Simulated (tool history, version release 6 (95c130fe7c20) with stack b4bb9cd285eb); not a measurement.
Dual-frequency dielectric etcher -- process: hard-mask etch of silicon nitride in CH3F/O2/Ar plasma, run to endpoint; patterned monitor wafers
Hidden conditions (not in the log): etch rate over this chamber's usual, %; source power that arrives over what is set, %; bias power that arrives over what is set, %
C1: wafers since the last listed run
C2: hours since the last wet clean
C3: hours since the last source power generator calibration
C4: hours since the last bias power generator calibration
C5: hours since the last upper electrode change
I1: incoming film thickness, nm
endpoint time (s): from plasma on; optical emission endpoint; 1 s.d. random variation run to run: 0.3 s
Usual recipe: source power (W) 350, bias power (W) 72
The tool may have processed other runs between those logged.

run 1 hour=0 | source_power_(W)=310 bias_power_(W)=72 | C1=0 C2=35.8 C3=1810.6 C4=2626.8 C5=1802.1 | I1=41.35 | endpoint_time_(s)=68.8
run 2 hour=55.5 | source_power_(W)=310 bias_power_(W)=72 | C1=436 C2=91.3 C3=1866.1 C4=2682.3 C5=1857.6 | I1=41.66 | endpoint_time_(s)=68.3
run 3 hour=133.1 | source_power_(W)=350 bias_power_(W)=72 | C1=610 C2=168.9 C3=1943.7 C4=2759.9 C5=1935.2 | I1=41.55 | endpoint_time_(s)=64
run 4 hour=242.1 | source_power_(W)=330 bias_power_(W)=72 | C1=857 C2=277.9 C3=2052.7 C4=2868.9 C5=2044.2 | I1=41.58 | endpoint_time_(s)=65.2
run 5 hour=287.3 | source_power_(W)=330 bias_power_(W)=72 | C1=355 C2=323.1 C3=2097.9 C4=2914.1 C5=2089.4 | I1=41.54 | endpoint_time_(s)=65.6
-- hour=348.6 wet clean of the chamber
run 6 hour=363.3 | source_power_(W)=350 bias_power_(W)=72 | C1=409 C2=14.7 C3=2173.9 C4=2990.1 C5=2165.4 | I1=41.77 | endpoint_time_(s)=66.6
run 7 hour=403 | source_power_(W)=350 bias_power_(W)=72 | C1=312 C2=54.4 C3=2213.6 C4=3029.8 C5=2205.1 | I1=42.06 | endpoint_time_(s)=66.3
run 8 hour=470.6 | source_power_(W)=350 bias_power_(W)=72 | C1=532 C2=122 C3=2281.2 C4=3097.4 C5=2272.7 | I1=41.35 | endpoint_time_(s)=65.4
-- hour=495 source power generator calibrated
-- hour=510.4 bias power generator calibrated
run 9 hour=551.4 | source_power_(W)=280 bias_power_(W)=79 | C1=573 C2=202.8 C3=56.4 C4=41 C5=2353.5 | I1=41.26 | endpoint_time_(s)=67.3
-- hour=644.7 upper electrode replaced, of another model than before
run 10 hour=645.2 | source_power_(W)=350 bias_power_(W)=72 | C1=549 C2=296.6 C3=150.2 C4=134.8 C5=0.5 | I1=41.52 | endpoint_time_(s)=63.8
run 11 hour=697.3 | source_power_(W)=350 bias_power_(W)=86 | C1=410 C2=348.7 C3=202.3 C4=186.9 C5=52.6 | I1=41.44 | endpoint_time_(s)=55.6
run 12 hour=742.4 | source_power_(W)=350 bias_power_(W)=62 | C1=354 C2=393.8 C3=247.4 C4=232 C5=97.7 | I1=41.3 | endpoint_time_(s)=71.9
-- hour=776 wet clean of the chamber
run 13 hour=826.8 | source_power_(W)=310 bias_power_(W)=79 | C1=475 C2=50.8 C3=331.8 C4=316.4 C5=182.1 | I1=41.74 | endpoint_time_(s)=64.3
run 14 hour=871 | source_power_(W)=420 bias_power_(W)=72 | C1=347 C2=95 C3=376 C4=360.6 C5=226.3 | I1=41.23 | endpoint_time_(s)=61.4
run 15 hour=943.1 | source_power_(W)=350 bias_power_(W)=72 | C1=567 C2=167.1 C3=448.1 C4=432.7 C5=298.4 | I1=41.71 | endpoint_time_(s)=65.2
run 16 hour=1001.2 | source_power_(W)=380 bias_power_(W)=80 | C1=457 C2=225.2 C3=506.2 C4=490.8 C5=356.5 | I1=41.72 | endpoint_time_(s)=58.2
run 17 hour=1049.6 | source_power_(W)=260 bias_power_(W)=58 | C1=380 C2=273.6 C3=554.6 C4=539.2 C5=404.9 | I1=41.57 | endpoint_time_(s)=86.9

Had the tool no unlogged condition, and each run kept its random variation, what would the results have been?
run=1 endpoint_time_(s)=69.8
run=2 endpoint_time_(s)=69.7
run=3 endpoint_time_(s)=65.8
run=4 endpoint_time_(s)=67.8
run=5 endpoint_time_(s)=68.6
run=6 endpoint_time_(s)=66.6
run=7 endpoint_time_(s)=66.5
run=8 endpoint_time_(s)=66.1
run=9 endpoint_time_(s)=68.6
run=10 endpoint_time_(s)=65.7
run=11 endpoint_time_(s)=57.6
run=12 endpoint_time_(s)=74.8
run=13 endpoint_time_(s)=64.2
run=14 endpoint_time_(s)=61.7
run=15 endpoint_time_(s)=65.9
run=16 endpoint_time_(s)=59.3
run=17 endpoint_time_(s)=88.9

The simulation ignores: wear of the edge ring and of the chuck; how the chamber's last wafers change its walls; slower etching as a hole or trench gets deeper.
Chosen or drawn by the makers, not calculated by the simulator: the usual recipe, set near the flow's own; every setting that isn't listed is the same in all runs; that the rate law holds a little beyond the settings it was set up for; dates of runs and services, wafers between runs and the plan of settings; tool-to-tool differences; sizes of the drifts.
